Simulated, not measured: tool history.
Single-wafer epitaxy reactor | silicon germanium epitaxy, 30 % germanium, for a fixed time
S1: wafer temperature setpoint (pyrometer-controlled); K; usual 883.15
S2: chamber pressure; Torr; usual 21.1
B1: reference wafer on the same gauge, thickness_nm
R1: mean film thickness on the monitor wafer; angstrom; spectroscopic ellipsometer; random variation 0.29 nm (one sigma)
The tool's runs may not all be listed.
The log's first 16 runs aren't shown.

Run 17, day 8.229: usual settings; B1 74.813. Result: R1 589.52 angstrom.
Run 18, day 8.808: usual settings but S1 895.15 K, S2 26.2 Torr; B1 74.750. Result: R1 830.09 angstrom.
At day 9.338: pyrometer calibrated, repeated, since the last time left the tool worse.
Run 19, day 9.404: usual settings but S1 875.15 K, S2 17.2 Torr; B1 74.603. Result: R1 524.93 angstrom.
Run 20, day 9.788: usual settings but S1 895.15 K, S2 23.1 Torr; B1 74.576. Result: R1 892.11 angstrom.
At day 10.258: capacitance manometer re-zeroed and calibrated.
Run 21, day 10.279: usual settings but S1 872.15 K, S2 26.1 Torr; B1 74.667. Result: R1 589.55 angstrom.
Run 22, day 10.512: usual settings; B1 74.759. Result: R1 675.40 angstrom.
At day 10.583: gauge calibrated.
Run 23, day 11.100: usual settings but S1 888.15 K, S2 16.3 Torr; B1 74.758. Result: R1 666.07 angstrom.
Run 24, day 11.404: usual settings; B1 74.658. Result: R1 680.05 angstrom.
Run 25, day 11.858: usual settings but S2 23.2 Torr; B1 74.616. Result: R1 709.44 angstrom.
Run 26, day 12.396: usual settings but S1 869.15 K, S2 19.7 Torr; B1 74.584. Result: R1 497.81 angstrom.
Run 27, day 12.833: usual settings but S1 879.15 K, S2 23.8 Torr; B1 74.561. Result: R1 659.68 angstrom.
Run 28, day 13.100: usual settings but S1 874.15 K; B1 74.823. Result: R1 564.91 angstrom.
Run 29, day 13.450: usual settings but S1 875.15 K; B1 74.748. Result: R1 579.42 angstrom.
Run 30, day 13.992: usual settings but S1 895.15 K, S2 26.2 Torr; B1 74.822. Result: R1 952.67 angstrom.
Run 31, day 14.533: usual settings but S2 18.0 Torr; B1 74.757. Result: R1 640.61 angstrom.
Run 32, day 14.929: usual settings but S1 896.15 K, S2 22.8 Torr; B1 74.564. Result: R1 918.87 angstrom.
Run 33, day 15.542: usual settings but S1 879.15 K, S2 22.7 Torr; B1 74.813. Result: R1 649.93 angstrom.
Run 34, day 16.088: usual settings; B1 74.645. Result: R1 686.94 angstrom.
Run 35, day 16.758: usual settings but S1 871.15 K, S2 17.8 Torr; B1 74.684. Result: R1 499.32 angstrom.
Run 36, day 17.067: usual settings but S2 25.7 Torr; B1 74.754. Result: R1 747.48 angstrom.

Forecast each of these 3 alternatives for the next run:
Run A, day 17.083: usual settings; B1 ?. Result: R1 ?.
Run B, day 17.083: usual settings but S1 889.15 K, S2 25.2 Torr; B1 ?. Result: R1 ?.
Run C, day 17.083: usual settings but S1 888.15 K, S2 19.4 Torr; B1 ?. Result: R1 ?.

run      B1      R1
  A  74.656  687.35
  B  74.656  837.79
  C  74.656  733.04
Without the tool's hidden state the same runs would have given:
run      R1
  A  685.89
  B  836.04
  C  731.51
